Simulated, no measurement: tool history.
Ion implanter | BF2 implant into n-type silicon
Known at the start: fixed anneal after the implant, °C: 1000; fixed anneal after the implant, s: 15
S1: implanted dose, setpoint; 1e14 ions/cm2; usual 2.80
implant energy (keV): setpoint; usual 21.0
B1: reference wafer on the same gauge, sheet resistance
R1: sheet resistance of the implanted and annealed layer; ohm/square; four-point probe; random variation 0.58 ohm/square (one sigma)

run 1 hour=0.0 | S1=3.17 implant_energy_(keV)=17.0 | B1=381.00 | R1=356.51
run 2 hour=101.2 | S1=2.80 implant_energy_(keV)=21.0 | B1=381.10 | R1=383.74
run 3 hour=157.6 | S1=2.80 implant_energy_(keV)=21.0 | B1=381.02 | R1=383.12
run 4 hour=225.5 | S1=2.80 implant_energy_(keV)=21.0 | B1=380.90 | R1=382.05
run 5 hour=318.9 | S1=2.80 implant_energy_(keV)=21.0 | B1=380.99 | R1=381.43
-- hour=372.9 extraction supply calibrated
run 6 hour=391.0 | S1=2.80 implant_energy_(keV)=21.0 | B1=380.96 | R1=381.64
run 7 hour=439.4 | S1=2.80 implant_energy_(keV)=21.0 | B1=380.88 | R1=381.95
run 8 hour=503.1 | S1=2.19 implant_energy_(keV)=19.5 | B1=381.01 | R1=471.41
-- hour=513.6 Faraday cup replaced and dose calibrated
run 9 hour=572.9 | S1=2.19 implant_energy_(keV)=19.5 | B1=381.00 | R1=478.40
run 10 hour=729.0 | S1=2.80 implant_energy_(keV)=21.0 | B1=381.01 | R1=385.75
run 11 hour=766.5 | S1=2.80 implant_energy_(keV)=26.0 | B1=381.08 | R1=380.62
run 12 hour=867.8 | S1=3.02 implant_energy_(keV)=21.0 | B1=380.97 | R1=364.48
run 13 hour=955.7 | S1=2.80 implant_energy_(keV)=21.0 | B1=381.08 | R1=386.39
run 14 hour=1023.5 | S1=2.80 implant_energy_(keV)=21.0 | B1=381.06 | R1=385.92
-- hour=1165.2 gauge calibrated
run 15 hour=1181.8 | S1=2.48 implant_energy_(keV)=15.5 | B1=380.96 | R1=440.87
run 16 hour=1240.9 | S1=2.33 implant_energy_(keV)=15.5 | B1=381.11 | R1=464.63
run 17 hour=1295.7 | S1=3.10 implant_energy_(keV)=16.0 | B1=380.95 | R1=366.44
run 18 hour=1347.4 | S1=2.80 implant_energy_(keV)=21.0 | B1=381.08 | R1=384.58
run 19 hour=1391.8 | S1=3.08 implant_energy_(keV)=28.0 | B1=381.01 | R1=347.61
run 20 hour=1498.3 | S1=2.80 implant_energy_(keV)=21.0 | B1=380.93 | R1=385.18
run 21 hour=1727.8 | S1=2.02 implant_energy_(keV)=21.0 | B1=380.96 | R1=505.05
-- hour=1743.0 Faraday cup replaced and dose calibrated
run 22 hour=1775.3 | S1=2.80 implant_energy_(keV)=21.0 | B1=380.98 | R1=386.46
run 23 hour=1821.5 | S1=2.80 implant_energy_(keV)=21.0 | B1=380.92 | R1=386.86
run 24 hour=1915.7 | S1=3.10 implant_energy_(keV)=15.0 | B1=380.91 | R1=373.31
run 25 hour=1970.0 | S1=2.00 implant_energy_(keV)=24.0 | B1=380.89 | R1=508.45
run 26 hour=2059.0 | S1=3.05 implant_energy_(keV)=21.0 | B1=380.93 | R1=360.65
run 27 hour=2103.0 | S1=3.21 implant_energy_(keV)=24.5 | B1=380.99 | R1=339.87
run 28 hour=2168.6 | S1=2.80 implant_energy_(keV)=24.5 | B1=380.83 | R1=381.73
run 29 hour=2235.5 | S1=2.80 implant_energy_(keV)=21.0 | B1=381.02 | R1=386.57
run 30 hour=2279.2 | S1=2.09 implant_energy_(keV)=18.5 | B1=380.94 | R1=500.72

Run 31 comes next. What will it give?
run 31 hour=2387.2 | S1=3.14 implant_energy_(keV)=17.5 | B1=? | R1=?

Run 31 gave B1 380.95, R1 359.97 ohm/square.
Without the tool's hidden state the same run would have given R1 360.05 ohm/square.
